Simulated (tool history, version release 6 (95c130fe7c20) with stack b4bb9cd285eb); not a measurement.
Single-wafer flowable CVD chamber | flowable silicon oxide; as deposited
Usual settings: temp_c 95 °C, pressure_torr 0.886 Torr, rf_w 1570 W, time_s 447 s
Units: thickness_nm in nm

run	day	temp_c	pressure_torr	rf_w	time_s	wafers since the last listed run	hours since the last thermocouple change	hours since the last RF generator calibration	hours since the last manometer calibration	hours since the showerhead was replaced	hours since the gauge calibration	read-back reference wafer on the same gauge, thickness_nm	thickness_nm
1	0	95	0.886	1570	447	0	2751.6	1831.7	2.1	4629.9	1549.2	399.256	335.768
2	1.604	95	0.886	1570	447	198	2790.1	1870.2	40.6	4668.4	1587.7	399.359	334.173
3	4.267	95	0.886	1375	476	329	2854	1934.1	104.5	4732.3	1651.6	398.717	340.711
4	5.971	95	0.886	1375	476	211	2894.9	1975	145.4	4773.2	1692.5	399.38	344.073
5	8.788	95	0.886	1570	447	348	2962.5	2042.6	213	4840.8	1760.1	398.419	335.605
6	10.329	95	0.886	1570	447	190	2999.5	2079.6	250	4877.8	1797.1	398.933	335.078
# day 12.612: RF generator calibrated
7	14.542	95	0.886	1570	447	480	3100.6	46.3	351.1	4978.9	1898.2	398.937	338.818
8	17.058	89	0.74	1395	416	311	3161	106.7	411.5	5039.3	1958.6	398.946	306.097
# day 19.971: thermocouple changed; heater temperature recalibrated
9	22.088	95	0.886	1570	447	581	50.8	227.4	532.2	5160	2079.3	399.023	337.285
# day 22.829: gauge calibrated
10	23.404	86	0.886	1720	512	163	82.4	259	563.8	5191.6	13.8	399.077	527.006
11	26.2	106	1.062	1655	447	346	149.5	326.1	630.9	5258.7	80.9	399.325	280.467
12	27.871	95	0.981	1570	503	206	189.6	366.2	671	5298.8	121	399.279	417.151
13	28.95	95	0.886	1570	447	133	215.5	392.1	696.9	5324.7	146.9	399.477	336.035
14	30.312	95	0.886	1570	447	168	248.2	424.8	729.6	5357.4	179.6	399.117	335.866
15	32.983	95	0.886	1570	447	330	312.3	488.9	793.7	5421.5	243.7	399.414	337.696
16	34.346	91	0.987	1315	447	168	345	521.6	826.4	5454.2	276.4	398.709	403.36
17	36.212	90	0.886	1680	402	231	389.8	566.4	871.2	5499	321.2	398.961	365.976
18	37.629	95	0.886	1570	447	175	423.8	600.4	905.2	5533	355.2	398.836	335.83
# day 38.867: showerhead replaced
19	39.525	85	0.995	1720	358	193	469.3	645.9	950.7	15.8	400.7	399.18	426.701
20	40.675	95	0.688	1570	375	142	496.9	673.5	978.3	43.4	428.3	399.273	217.993
21	43.662	95	1.039	1265	447	369	568.6	745.2	1050	115.1	500	398.774	369.103
22	46.629	103	0.763	1405	373	367	639.8	816.4	1121.2	186.3	571.2	399.238	177.021
23	48.017	95	0.886	1570	447	171	673.1	849.7	1154.5	219.6	604.5	398.742	336.892
24	49.446	95	0.886	1570	447	176	707.4	884	1188.8	253.9	638.8	399.175	335.618
25	52.325	83	0.886	1570	447	356	776.5	953.1	1257.9	323	707.9	399.052	495.333
26	54.208	95	0.886	1800	447	233	821.7	998.3	1303.1	368.2	753.1	398.82	347.044
27	57.054	100	0.73	1760	479	352	890	1066.6	1371.4	436.5	821.4	398.546	256.87
28	59.067	95	0.886	1570	447	249	938.3	1114.9	1419.7	484.8	869.7	398.878	334.264
29	61.454	95	0.886	1570	447	295	995.6	1172.2	1477	542.1	927	399.069	335.506

Forecast each of these 3 alternatives for the next run:
A	61.475	95	0.886	1570	447	2	996.1	1172.7	1477.5	542.6	927.5	?	?
B	61.475	95	0.979	1835	447	2	996.1	1172.7	1477.5	542.6	927.5	?	?
C	61.475	95	0.775	1775	447	2	996.1	1172.7	1477.5	542.6	927.5	?	?

run	read-back reference wafer on the same gauge, thickness_nm	thickness_nm
A	399.417	334.549
B	399.417	384.461
C	399.417	301.476
Without the tool's hidden state the same runs would have given:
run	thickness_nm
A	334.549
B	384.461
C	301.476
